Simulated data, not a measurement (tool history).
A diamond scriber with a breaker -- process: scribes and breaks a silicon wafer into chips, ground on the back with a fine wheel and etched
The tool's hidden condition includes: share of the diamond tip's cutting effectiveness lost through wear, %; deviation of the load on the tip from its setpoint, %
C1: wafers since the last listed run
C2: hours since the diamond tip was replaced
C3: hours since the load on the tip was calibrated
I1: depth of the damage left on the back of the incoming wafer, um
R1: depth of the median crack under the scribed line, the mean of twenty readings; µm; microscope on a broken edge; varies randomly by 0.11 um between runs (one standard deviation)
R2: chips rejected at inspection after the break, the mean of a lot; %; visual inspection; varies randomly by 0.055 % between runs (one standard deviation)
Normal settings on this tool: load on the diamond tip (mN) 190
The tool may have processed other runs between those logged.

run 1 hour=0.0 | load_on_the_diamond_tip_(mN)=223 | C1=0 C2=358.3 C3=833.8 | I1=0.65 | R1=9.91 R2=1.38
-- hour=41.1 diamond tip replaced by a new one
run 2 hour=95.8 | load_on_the_diamond_tip_(mN)=223 | C1=237 C2=54.7 C3=929.6 | I1=0.60 | R1=9.75 R2=1.29
run 3 hour=156.6 | load_on_the_diamond_tip_(mN)=147 | C1=153 C2=115.5 C3=990.4 | I1=0.43 | R1=6.67 R2=14.54
run 4 hour=205.3 | load_on_the_diamond_tip_(mN)=190 | C1=123 C2=164.2 C3=1039.1 | I1=0.57 | R1=8.56 R2=3.22
run 5 hour=258.8 | load_on_the_diamond_tip_(mN)=190 | C1=135 C2=217.7 C3=1092.6 | I1=0.69 | R1=8.54 R2=3.74
-- hour=289.3 load on the tip recalibrated
run 6 hour=300.7 | load_on_the_diamond_tip_(mN)=190 | C1=100 C2=259.6 C3=11.4 | I1=0.66 | R1=9.81 R2=1.29
run 7 hour=365.6 | load_on_the_diamond_tip_(mN)=227 | C1=164 C2=324.5 C3=76.3 | I1=0.49 | R1=11.14 R2=3.69
-- hour=422.5 diamond tip replaced by a new one
run 8 hour=454.0 | load_on_the_diamond_tip_(mN)=152 | C1=218 C2=31.5 C3=164.7 | I1=0.48 | R1=7.68 R2=5.89
run 9 hour=494.5 | load_on_the_diamond_tip_(mN)=175 | C1=102 C2=72.0 C3=205.2 | I1=0.42 | R1=8.90 R2=2.13
run 10 hour=583.9 | load_on_the_diamond_tip_(mN)=190 | C1=226 C2=161.4 C3=294.6 | I1=0.64 | R1=9.57 R2=1.34
run 11 hour=655.4 | load_on_the_diamond_tip_(mN)=190 | C1=180 C2=232.9 C3=366.1 | I1=0.69 | R1=9.42 R2=1.49
run 12 hour=734.1 | load_on_the_diamond_tip_(mN)=210 | C1=198 C2=311.6 C3=444.8 | I1=0.73 | R1=10.19 R2=1.57
run 13 hour=798.3 | load_on_the_diamond_tip_(mN)=151 | C1=162 C2=375.8 C3=509.0 | I1=0.46 | R1=7.56 R2=8.18
run 14 hour=879.2 | load_on_the_diamond_tip_(mN)=155 | C1=204 C2=456.7 C3=589.9 | I1=0.50 | R1=7.68 R2=7.62
-- hour=915.8 diamond tip replaced by a new one
run 15 hour=971.7 | load_on_the_diamond_tip_(mN)=134 | C1=228 C2=55.9 C3=682.4 | I1=0.57 | R1=6.54 R2=16.46
run 16 hour=1048.7 | load_on_the_diamond_tip_(mN)=211 | C1=194 C2=132.9 C3=759.4 | I1=0.73 | R1=9.62 R2=1.45
run 17 hour=1152.8 | load_on_the_diamond_tip_(mN)=190 | C1=263 C2=237.0 C3=863.5 | I1=0.32 | R1=8.68 R2=2.52
-- hour=1242.8 load on the tip recalibrated
run 18 hour=1255.7 | load_on_the_diamond_tip_(mN)=219 | C1=255 C2=339.9 C3=12.9 | I1=0.74 | R1=11.06 R2=2.71
run 19 hour=1307.3 | load_on_the_diamond_tip_(mN)=172 | C1=130 C2=391.5 C3=64.5 | I1=0.48 | R1=8.75 R2=2.37
-- hour=1364.3 diamond tip replaced by a new one
run 20 hour=1369.0 | load_on_the_diamond_tip_(mN)=144 | C1=150 C2=4.7 C3=126.2 | I1=0.80 | R1=7.42 R2=9.61
run 21 hour=1470.5 | load_on_the_diamond_tip_(mN)=133 | C1=256 C2=106.2 C3=227.7 | I1=0.59 | R1=6.94 R2=13.69
run 22 hour=1529.1 | load_on_the_diamond_tip_(mN)=206 | C1=148 C2=164.8 C3=286.3 | I1=0.31 | R1=9.87 R2=1.24
run 23 hour=1626.9 | load_on_the_diamond_tip_(mN)=165 | C1=247 C2=262.6 C3=384.1 | I1=0.44 | R1=8.17 R2=4.30
run 24 hour=1681.3 | load_on_the_diamond_tip_(mN)=209 | C1=137 C2=317.0 C3=438.5 | I1=0.48 | R1=9.82 R2=1.27
-- hour=1762.4 diamond tip replaced by a new one
run 25 hour=1762.9 | load_on_the_diamond_tip_(mN)=190 | C1=201 C2=0.5 C3=520.1 | I1=0.60 | R1=9.02 R2=1.86
run 26 hour=1854.4 | load_on_the_diamond_tip_(mN)=223 | C1=231 C2=92.0 C3=611.6 | I1=0.31 | R1=10.21 R2=1.55
run 27 hour=1921.0 | load_on_the_diamond_tip_(mN)=190 | C1=168 C2=158.6 C3=678.2 | I1=0.61 | R1=8.89 R2=2.36
run 28 hour=2209.5 | load_on_the_diamond_tip_(mN)=157 | C1=729 C2=447.1 C3=966.7 | I1=0.68 | R1=6.98 R2=11.45

Forecast each of these 4 alternatives for the next run:
run A hour=2210.1 | load_on_the_diamond_tip_(mN)=190 | C1=1 C2=447.7 C3=967.3 | I1=0.64 | R1=? R2=?
run B hour=2210.1 | load_on_the_diamond_tip_(mN)=164 | C1=1 C2=447.7 C3=967.3 | I1=0.64 | R1=? R2=?
run C hour=2210.1 | load_on_the_diamond_tip_(mN)=217 | C1=1 C2=447.7 C3=967.3 | I1=0.64 | R1=? R2=?
run D hour=2210.1 | load_on_the_diamond_tip_(mN)=242 | C1=1 C2=447.7 C3=967.3 | I1=0.64 | R1=? R2=?

run=A R1=8.49 R2=3.26
run=B R1=7.48 R2=8.40
run=C R1=9.49 R2=1.37
run=D R1=10.36 R2=1.70
With the hidden condition removed and each run's random variation left untouched, the same runs would have given:
run=A R1=9.74 R2=1.30
run=B R1=8.57 R2=3.00
run=C R1=10.88 R2=2.57
run=D R1=11.88 R2=5.37
